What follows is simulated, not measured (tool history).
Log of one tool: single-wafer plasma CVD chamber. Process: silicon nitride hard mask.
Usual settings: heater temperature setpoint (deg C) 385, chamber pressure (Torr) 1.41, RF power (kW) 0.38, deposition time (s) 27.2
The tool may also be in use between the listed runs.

run   hour  heater temperature setpoint (deg C)  chamber pressure (Torr)  RF power (kW)  deposition time (s)  wafers since the last listed run  hours since the last thermocouple change  hours since the last RF generator calibration  hours since the last manometer calibration  hours since the showerhead was replaced  hours since the gauge calibration  read-back reference wafer on the same gauge, thickness_nm  mean film thickness on the monitor wafer (angstrom)
  1      0                                  385                     1.41           0.38                 27.2                                 0                                    2372.9                                         1106.1                                        1455                                   2966.7                                117                                                     41.125                                               327.51
  2   14.2                                  385                     1.41           0.38                 27.2                               328                                    2387.1                                         1120.3                                      1469.2                                   2980.9                              131.2                                                     41.053                                               327.48
  3   27.2                                  385                     1.41           0.38                 27.2                               300                                    2400.1                                         1133.3                                      1482.2                                   2993.9                              144.2                                                     41.086                                               326.57
  4   81.1                                  376                     1.41          0.395                 27.2                              1246                                      2454                                         1187.2                                      1536.1                                   3047.8                              198.1                                                     41.079                                               339.07
  5   97.2                                  385                     1.41           0.38                 27.2                               372                                    2470.1                                         1203.3                                      1552.2                                   3063.9                              214.2                                                     41.082                                                327.1
  6  111.3                                  385                     1.41           0.38                 27.2                               326                                    2484.2                                         1217.4                                      1566.3                                     3078                              228.3                                                     41.074                                               325.04
       123  -- capacitance manometer re-zeroed and calibrated
  7  128.5                                  385                     1.23           0.38                 27.2                               212                                    2501.4                                         1234.6                                         5.5                                   3095.2                              245.5                                                     41.085                                               318.05
  8  139.2                                  385                     1.23           0.38                 27.2                               247                                    2512.1                                         1245.3                                        16.2                                   3105.9                              256.2                                                      41.06                                                319.2
  9  148.8                                  385                     1.41           0.38                 27.2                               221                                    2521.7                                         1254.9                                        25.8                                   3115.5                              265.8                                                     41.113                                               324.17
 10  158.7                                  385                     1.41           0.38                 27.2                               228                                    2531.6                                         1264.8                                        35.7                                   3125.4                              275.7                                                     41.104                                               324.37
       168  -- RF generator calibrated
 11  171.7                                  371                     1.41           0.36                 28.6                               115                                    2544.6                                            3.7                                        48.7                                   3138.4                              288.7                                                     41.101                                               358.65
     183.3  -- thermocouple changed; heater temperature recalibrated
 12  183.8                                  385                     1.41           0.31                 25.7                                94                                       0.5                                           15.8                                        60.8                                   3150.5                              300.8                                                     41.071                                               271.13
     189.9  -- gauge calibrated
 13  192.8                                  371                     1.41          0.315                 22.6                               208                                       9.5                                           24.8                                        69.8                                   3159.5                                2.9                                                     41.111                                               245.45
 14  209.4                                  376                     1.51           0.44                 27.2                               383                                      26.1                                           41.4                                        86.4                                   3176.1                               19.5                                                     41.089                                               411.16
       219  -- showerhead replaced, of another model than before
 15  223.7                                  385                     1.41           0.38                 27.2                               145                                      40.4                                           55.7                                       100.7                                      4.7                               33.8                                                     41.109                                               356.12
 16  231.3                                  389                      1.5          0.345                 30.6                               175                                        48                                           63.3                                       108.3                                     12.3                               41.4                                                     41.093                                               386.87
 17  249.2                                  385                     1.41           0.38                 27.2                               413                                      65.9                                           81.2                                       126.2                                     30.2                               59.3                                                     41.079                                               356.25
 18  266.2                                  394                     1.41           0.38                 27.2                               393                                      82.9                                           98.2                                       143.2                                     47.2                               76.3                                                      41.12                                               351.16
 19  276.5                                  372                     1.41           0.32                 28.8                               238                                      93.2                                          108.5                                       153.5                                     57.5                               86.6                                                     41.092                                               342.63
 20  292.3                                  385                     1.11           0.38                 27.2                               365                                       109                                          124.3                                       169.3                                     73.3                              102.4                                                     41.114                                               330.89
 21    308                                  376                     1.58          0.345                 29.8                               363                                     124.7                                            140                                         185                                       89                              118.1                                                     41.059                                               381.36

5 ways to go on from here, each from the tool as it stands after run 21. What would each give?
  A  308.4                                  385                     1.41           0.38                 27.2                                 9                                     125.1                                          140.4                                       185.4                                     89.4                              118.5                                                          ?                                                    ?
  B  308.4                                  376                     1.69           0.38                 31.8                                 9                                     125.1                                          140.4                                       185.4                                     89.4                              118.5                                                          ?                                                    ?
  C  308.4                                  385                      1.7          0.435                 25.6                                 9                                     125.1                                          140.4                                       185.4                                     89.4                              118.5                                                          ?                                                    ?
  D  308.4                                  372                     1.24           0.36                 25.5                                 9                                     125.1                                          140.4                                       185.4                                     89.4                              118.5                                                          ?                                                    ?
  E  308.4                                  370                     1.29           0.38                 32.1                                 9                                     125.1                                          140.4                                       185.4                                     89.4                              118.5                                                          ?                                                    ?

run  read-back reference wafer on the same gauge, thickness_nm  mean film thickness on the monitor wafer (angstrom)
  A                                                     41.106                                               352.08
  B                                                     41.106                                               434.84
  C                                                     41.106                                               375.65
  D                                                     41.106                                               309.79
  E                                                     41.106                                               406.69
Without the tool's hidden state the same runs would have given:
run  mean film thickness on the monitor wafer (angstrom)
  A                                               356.52
  B                                               440.32
  C                                               380.04
  D                                                313.7
  E                                               411.82
